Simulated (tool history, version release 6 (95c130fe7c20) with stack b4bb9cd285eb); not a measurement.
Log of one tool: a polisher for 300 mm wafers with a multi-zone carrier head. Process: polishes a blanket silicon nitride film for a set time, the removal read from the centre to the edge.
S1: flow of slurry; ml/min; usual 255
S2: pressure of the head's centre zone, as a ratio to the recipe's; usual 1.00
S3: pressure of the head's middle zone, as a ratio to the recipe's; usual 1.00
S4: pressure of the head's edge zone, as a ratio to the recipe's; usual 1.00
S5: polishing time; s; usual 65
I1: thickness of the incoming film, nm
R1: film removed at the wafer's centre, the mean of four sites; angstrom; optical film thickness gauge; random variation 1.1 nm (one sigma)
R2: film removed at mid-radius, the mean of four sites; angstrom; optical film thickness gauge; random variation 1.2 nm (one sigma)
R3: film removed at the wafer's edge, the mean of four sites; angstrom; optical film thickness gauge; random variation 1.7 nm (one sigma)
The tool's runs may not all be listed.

| run | day | S1 | S2 | S3 | S4 | S5 | I1 | R1 | R2 | R3 |
|---|---|---|---|---|---|---|---|---|---|---|
| 1 | 0.000 | 255 | 1.00 | 1.00 | 1.00 | 65 | 621.0 | 1674 | 1552 | 1559 |
| 2 | 1.050 | 255 | 1.00 | 1.00 | 1.00 | 65 | 629.7 | 1707 | 1554 | 1573 |
|  | 1.829 | worn pad replaced by a new one |
| 3 | 1.900 | 315 | 1.00 | 1.08 | 1.00 | 65 | 626.4 | 1747 | 1714 | 1570 |
|  | 2.742 | slurry nozzle cleaned |
| 4 | 3.092 | 315 | 1.00 | 1.08 | 1.00 | 65 | 629.6 | 1744 | 1686 | 1572 |
| 5 | 4.175 | 255 | 1.00 | 1.00 | 1.00 | 65 | 634.3 | 1741 | 1539 | 1582 |
| 6 | 5.183 | 255 | 1.00 | 1.00 | 1.00 | 65 | 636.9 | 1736 | 1568 | 1574 |
| 7 | 6.242 | 255 | 1.00 | 1.00 | 1.00 | 65 | 623.0 | 1742 | 1564 | 1552 |
|  | 6.925 | worn pad replaced by a new one |
| 8 | 7.288 | 255 | 1.00 | 1.00 | 1.00 | 65 | 626.4 | 1761 | 1555 | 1576 |
| 9 | 7.971 | 180 | 1.00 | 1.00 | 1.00 | 65 | 632.3 | 1658 | 1482 | 1473 |
| 10 | 8.583 | 255 | 1.00 | 1.00 | 1.00 | 65 | 632.1 | 1782 | 1544 | 1572 |
|  | 8.833 | edge zone pressure recalibrated |
|  | 8.833 | carrier head's membrane replaced by a new one |
| 11 | 9.462 | 255 | 1.00 | 1.00 | 1.00 | 65 | 625.8 | 1767 | 1580 | 1596 |
| 12 | 10.417 | 255 | 0.95 | 1.08 | 1.00 | 65 | 616.9 | 1720 | 1663 | 1564 |
| 13 | 11.304 | 255 | 0.92 | 1.00 | 1.00 | 83 | 632.3 | 2132 | 1973 | 2027 |
|  | 11.858 | worn pad replaced by a new one |
| 14 | 12.450 | 255 | 0.96 | 1.09 | 1.00 | 50 | 634.5 | 1359 | 1264 | 1207 |
|  | 12.567 | centre zone pressure recalibrated |
| 15 | 13.221 | 255 | 1.00 | 0.89 | 1.00 | 81 | 624.3 | 1952 | 1765 | 1939 |
| 16 | 14.092 | 185 | 1.11 | 0.96 | 1.00 | 65 | 633.3 | 1666 | 1416 | 1500 |
| 17 | 14.625 | 280 | 1.00 | 1.00 | 1.00 | 65 | 628.4 | 1617 | 1588 | 1567 |
| 18 | 15.842 | 255 | 1.00 | 1.09 | 0.89 | 59 | 623.1 | 1449 | 1492 | 1358 |
|  | 16.204 | worn pad replaced by a new one |
| 19 | 16.454 | 345 | 1.07 | 1.00 | 1.00 | 65 | 636.9 | 1746 | 1595 | 1632 |
| 20 | 16.992 | 255 | 1.00 | 0.93 | 1.00 | 65 | 618.0 | 1598 | 1468 | 1559 |
| 21 | 18.317 | 255 | 1.00 | 1.12 | 1.10 | 55 | 639.4 | 1342 | 1436 | 1351 |

Forecast each of these 5 alternatives for the next run:
| A | 18.333 | 255 | 1.00 | 1.00 | 1.00 | 65 | 625.6 | ? | ? | ? |
| B | 18.333 | 255 | 1.03 | 1.00 | 1.00 | 65 | 625.6 | ? | ? | ? |
| C | 18.333 | 185 | 1.00 | 1.00 | 1.00 | 65 | 625.6 | ? | ? | ? |
| D | 18.333 | 255 | 1.00 | 1.12 | 0.91 | 65 | 625.6 | ? | ? | ? |
| E | 18.333 | 255 | 1.00 | 0.95 | 1.00 | 65 | 625.6 | ? | ? | ? |

| run | R1 | R2 | R3 |
|---|---|---|---|
| A | 1583 | 1556 | 1583 |
| B | 1630 | 1556 | 1583 |
| C | 1499 | 1482 | 1526 |
| D | 1584 | 1709 | 1525 |
| E | 1583 | 1493 | 1584 |
Without the tool's hidden state the same runs would have given:
| run | R1 | R2 | R3 |
|---|---|---|---|
| A | 1587 | 1556 | 1583 |
| B | 1633 | 1556 | 1583 |
| C | 1502 | 1482 | 1526 |
| D | 1588 | 1709 | 1525 |
| E | 1586 | 1493 | 1584 |
